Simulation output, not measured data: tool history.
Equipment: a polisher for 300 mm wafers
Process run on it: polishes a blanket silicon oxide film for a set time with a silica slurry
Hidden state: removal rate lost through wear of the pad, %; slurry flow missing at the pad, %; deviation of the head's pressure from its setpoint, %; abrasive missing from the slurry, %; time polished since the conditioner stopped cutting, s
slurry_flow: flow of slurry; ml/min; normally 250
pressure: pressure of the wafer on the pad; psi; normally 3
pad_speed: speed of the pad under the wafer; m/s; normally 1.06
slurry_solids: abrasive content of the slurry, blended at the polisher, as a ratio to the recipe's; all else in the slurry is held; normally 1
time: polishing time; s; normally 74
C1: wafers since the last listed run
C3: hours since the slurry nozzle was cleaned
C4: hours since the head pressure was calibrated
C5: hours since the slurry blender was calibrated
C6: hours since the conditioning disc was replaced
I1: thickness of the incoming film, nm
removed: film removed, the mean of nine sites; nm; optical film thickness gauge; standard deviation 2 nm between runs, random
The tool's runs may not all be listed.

Run 1, hour 0: usual settings but slurry_solids 1.1; C1 0; wafers polished on this pad 429; C3 706.6; C4 992; C5 349; C6 303.6; I1 839.5. Result: removed 139 nm.
Run 2, hour 16.5: usual settings but slurry_solids 1.1; C1 156; wafers polished on this pad 585; C3 723.1; C4 1008.5; C5 365.5; C6 320.1; I1 834.9. Result: removed 139 nm.
Run 3, hour 24.5: usual settings but slurry_solids 1.1; C1 75; wafers polished on this pad 661; C3 731.1; C4 1016.5; C5 373.5; C6 328.1; I1 833. Result: removed 137 nm.
Run 4, hour 41.9: usual settings; C1 165; wafers polished on this pad 826; C3 748.5; C4 1033.9; C5 390.9; C6 345.5; I1 851.7. Result: removed 131.2 nm.
Run 5, hour 52.3: usual settings; C1 98; wafers polished on this pad 925; C3 758.9; C4 1044.3; C5 401.3; C6 355.9; I1 847.7. Result: removed 128.1 nm.
At hour 59.2: slurry nozzle cleaned.
Run 6, hour 64.2: usual settings but pad_speed 0.92 m/s; C1 103; wafers polished on this pad 1029; C3 5; C4 1056.2; C5 413.2; C6 367.8; I1 861.8. Result: removed 118 nm.
At hour 69.1: worn pad replaced by a new one.
At hour 76.4: slurry blender recalibrated.
Run 7, hour 80.9: usual settings but slurry_flow 300 ml/min; C1 101; wafers polished on this pad 93; C3 21.7; C4 1072.9; C5 4.5; C6 384.5; I1 864.6. Result: removed 144.8 nm.
At hour 91.7: conditioning disc replaced and pad reconditioned.
Run 8, hour 94.3: usual settings but slurry_flow 300 ml/min; C1 108; wafers polished on this pad 201; C3 35.1; C4 1086.3; C5 17.9; C6 2.6; I1 860.1. Result: removed 174 nm.
Run 9, hour 100.9: usual settings but pad_speed 0.92 m/s; C1 62; wafers polished on this pad 264; C3 41.7; C4 1092.9; C5 24.5; C6 9.2; I1 851.5. Result: removed 145.3 nm.
Run 10, hour 108.6: usual settings but pad_speed 1.26 m/s, slurry_solids 0.85, time 97 s; C1 73; wafers polished on this pad 337; C3 49.4; C4 1100.6; C5 32.2; C6 16.9; I1 853.2. Result: removed 228.4 nm.
At hour 119.5: head pressure recalibrated.
Run 11, hour 120: usual settings but slurry_flow 200 ml/min, pad_speed 1.22 m/s, slurry_solids 0.9, time 96 s; C1 89; wafers polished on this pad 426; C3 60.8; C4 0.5; C5 43.6; C6 28.3; I1 857.3. Result: removed 212.3 nm.
Run 12, hour 136.5: usual settings but pressure 4 psi, slurry_solids 1.1, time 50 s; C1 156; wafers polished on this pad 582; C3 77.3; C4 17; C5 60.1; C6 44.8; I1 844.3. Result: removed 132.3 nm.
Run 13, hour 150.8: usual settings but slurry_flow 195 ml/min; C1 135; wafers polished on this pad 718; C3 91.6; C4 31.3; C5 74.4; C6 59.1; I1 859.8. Result: removed 144.9 nm.
Run 14, hour 167.9: usual settings; C1 162; wafers polished on this pad 880; C3 108.7; C4 48.4; C5 91.5; C6 76.2; I1 842.6. Result: removed 145.5 nm.
Run 15, hour 182: usual settings; C1 133; wafers polished on this pad 1014; C3 122.8; C4 62.5; C5 105.6; C6 90.3; I1 849.5. Result: removed 143.8 nm.
At hour 190.7: worn pad replaced by a new one.
Run 16, hour 191.2: usual settings but slurry_flow 300 ml/min, pad_speed 1.26 m/s, slurry_solids 0.8, time 59 s; C1 49; wafers polished on this pad 4; C3 132; C4 71.7; C5 114.8; C6 99.5; I1 849.2. Result: removed 131.8 nm.

Run-by-run hidden state of the tool:
slurry flow missing at the pad, %: 0 in every run
deviation of the head's pressure from its setpoint, %: 0 in every run
abrasive missing from the slurry, %: 0 in every run
H1: removal rate lost through wear of the pad, %
H2: time polished since the conditioner stopped cutting, s
run     H1    H2
  1   7.53   451
  2   8.63   457
  3   9.02   460
  4   9.64   465
  5    9.9   468
  6   10.1   471
  7    2.8   475
  8   4.95  26.9
  9   5.78  46.9
 10   6.58    69
 11   7.51  99.7
 12   8.47   140
 13   9.03   172
 14   9.48   206
 15   9.73   231
 16  0.318   246

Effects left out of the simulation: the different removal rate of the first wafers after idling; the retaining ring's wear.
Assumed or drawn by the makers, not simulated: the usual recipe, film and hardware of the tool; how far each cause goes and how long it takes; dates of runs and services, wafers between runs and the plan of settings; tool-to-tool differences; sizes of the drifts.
